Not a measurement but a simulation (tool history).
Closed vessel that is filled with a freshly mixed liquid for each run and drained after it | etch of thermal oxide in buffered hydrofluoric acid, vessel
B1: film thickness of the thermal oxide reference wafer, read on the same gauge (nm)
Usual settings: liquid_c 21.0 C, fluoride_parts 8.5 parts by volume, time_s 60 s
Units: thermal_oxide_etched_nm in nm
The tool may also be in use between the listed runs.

Run 1, hour 0.0: usual settings but time_s 35 s; B1 60.01. Result: thermal_oxide_etched_nm 38.81 nm.
Run 2, hour 79.3: usual settings but time_s 35 s; B1 60.04. Result: thermal_oxide_etched_nm 38.36 nm.
Run 3, hour 176.3: usual settings; B1 59.99. Result: thermal_oxide_etched_nm 65.55 nm.
Run 4, hour 246.2: usual settings; B1 59.99. Result: thermal_oxide_etched_nm 65.39 nm.
Run 5, hour 341.2: usual settings; B1 60.00. Result: thermal_oxide_etched_nm 65.00 nm.
Run 6, hour 377.6: usual settings; B1 59.99. Result: thermal_oxide_etched_nm 65.42 nm.
Run 7, hour 456.1: usual settings; B1 59.99. Result: thermal_oxide_etched_nm 64.72 nm.
At hour 482.5: hydrofluoric acid flow meter replaced.
At hour 524.4: gauge calibrated.
Run 8, hour 533.7: usual settings but liquid_c 18.5 C; B1 60.00. Result: thermal_oxide_etched_nm 59.03 nm.
Run 9, hour 596.8: usual settings; B1 60.02. Result: thermal_oxide_etched_nm 68.64 nm.
Run 10, hour 873.1: usual settings; B1 59.99. Result: thermal_oxide_etched_nm 67.18 nm.
Run 11, hour 974.7: usual settings; B1 59.98. Result: thermal_oxide_etched_nm 66.64 nm.
Run 12, hour 1027.2: usual settings; B1 60.03. Result: thermal_oxide_etched_nm 66.21 nm.
Run 13, hour 1125.0: usual settings; B1 60.00. Result: thermal_oxide_etched_nm 66.47 nm.
Run 14, hour 1227.9: usual settings but liquid_c 17.0 C; B1 59.98. Result: thermal_oxide_etched_nm 52.52 nm.
Run 15, hour 1294.9: usual settings but liquid_c 23.5 C, time_s 30 s; B1 60.00. Result: thermal_oxide_etched_nm 37.72 nm.
Run 16, hour 1349.6: usual settings but liquid_c 23.5 C, time_s 40 s; B1 59.98. Result: thermal_oxide_etched_nm 50.36 nm.
Run 17, hour 1448.4: usual settings but liquid_c 22.5 C; B1 60.00. Result: thermal_oxide_etched_nm 71.49 nm.
Run 18, hour 1517.1: usual settings but fluoride_parts 7.0 parts by volume; B1 60.01. Result: thermal_oxide_etched_nm 80.73 nm.
Run 19, hour 1817.7: usual settings but fluoride_parts 7.0 parts by volume; B1 60.02. Result: thermal_oxide_etched_nm 78.69 nm.
At hour 1873.1: thermometer replaced.
Run 20, hour 1902.7: usual settings; B1 60.02. Result: thermal_oxide_etched_nm 65.94 nm.
At hour 1936.4: hydrofluoric acid flow meter replaced.
Run 21, hour 1963.7: usual settings but liquid_c 24.0 C, fluoride_parts 5.0 parts by volume; B1 60.01. Result: thermal_oxide_etched_nm 135.65 nm.
Run 22, hour 2035.8: usual settings but fluoride_parts 5.5 parts by volume, time_s 35 s; B1 60.00. Result: thermal_oxide_etched_nm 60.96 nm.
Run 23, hour 2081.5: usual settings but liquid_c 25.5 C, fluoride_parts 11.0 parts by volume, time_s 80 s; B1 59.99. Result: thermal_oxide_etched_nm 94.99 nm.
Run 24, hour 2160.3: usual settings but liquid_c 22.5 C, fluoride_parts 7.5 parts by volume, time_s 75 s; B1 59.96. Result: thermal_oxide_etched_nm 106.74 nm.
Run 25, hour 2263.6: usual settings; B1 60.00. Result: thermal_oxide_etched_nm 68.37 nm.
Run 26, hour 2352.0: usual settings but liquid_c 26.0 C, fluoride_parts 7.5 parts by volume; B1 60.02. Result: thermal_oxide_etched_nm 102.06 nm.
Run 27, hour 2417.9: usual settings but liquid_c 17.0 C, fluoride_parts 9.5 parts by volume, time_s 50 s; B1 60.02. Result: thermal_oxide_etched_nm 41.40 nm.
Run 28, hour 2458.3: usual settings but fluoride_parts 9.5 parts by volume; B1 60.02. Result: thermal_oxide_etched_nm 61.84 nm.
Run 29, hour 2565.7: usual settings but liquid_c 17.5 C, fluoride_parts 11.0 parts by volume, time_s 85 s; B1 59.99. Result: thermal_oxide_etched_nm 62.88 nm.
Run 30, hour 2660.3: usual settings but liquid_c 23.5 C; B1 60.02. Result: thermal_oxide_etched_nm 76.99 nm.
Run 31, hour 2757.4: usual settings; B1 60.00. Result: thermal_oxide_etched_nm 66.88 nm.
Run 32, hour 2814.1: usual settings but time_s 35 s; B1 60.01. Result: thermal_oxide_etched_nm 38.87 nm.
Run 33, hour 2898.1: usual settings; B1 60.01. Result: thermal_oxide_etched_nm 66.05 nm.

What the log doesn't show, run by run:
gauge reads high (%): 0 in every run
H1: liquid colder than its thermometer reads (K)
H2: hydrofluoric acid flow below the setpoint (%)
run      H1     H2
  1   0.247   3.12
  2   0.263   3.36
  3   0.283   3.65
  4   0.297   3.87
  5   0.316   4.16
  6   0.324   4.27
  7    0.34   4.51
  8   0.356  0.368
  9   0.369  0.561
 10   0.425   1.41
 11   0.446   1.72
 12   0.456   1.88
 13   0.476   2.17
 14   0.497   2.49
 15   0.511   2.69
 16   0.522   2.86
 17   0.542   3.16
 18   0.557   3.37
 19   0.618   4.29
 20  0.0582   4.55
 21  0.0706  0.351
 22  0.0854  0.572
 23  0.0947  0.711
 24   0.111  0.952
 25   0.132   1.27
 26    0.15   1.54
 27   0.163   1.74
 28   0.172   1.86
 29   0.194   2.19
 30   0.213   2.48
 31   0.233   2.78
 32   0.244   2.95
 33   0.262   3.21

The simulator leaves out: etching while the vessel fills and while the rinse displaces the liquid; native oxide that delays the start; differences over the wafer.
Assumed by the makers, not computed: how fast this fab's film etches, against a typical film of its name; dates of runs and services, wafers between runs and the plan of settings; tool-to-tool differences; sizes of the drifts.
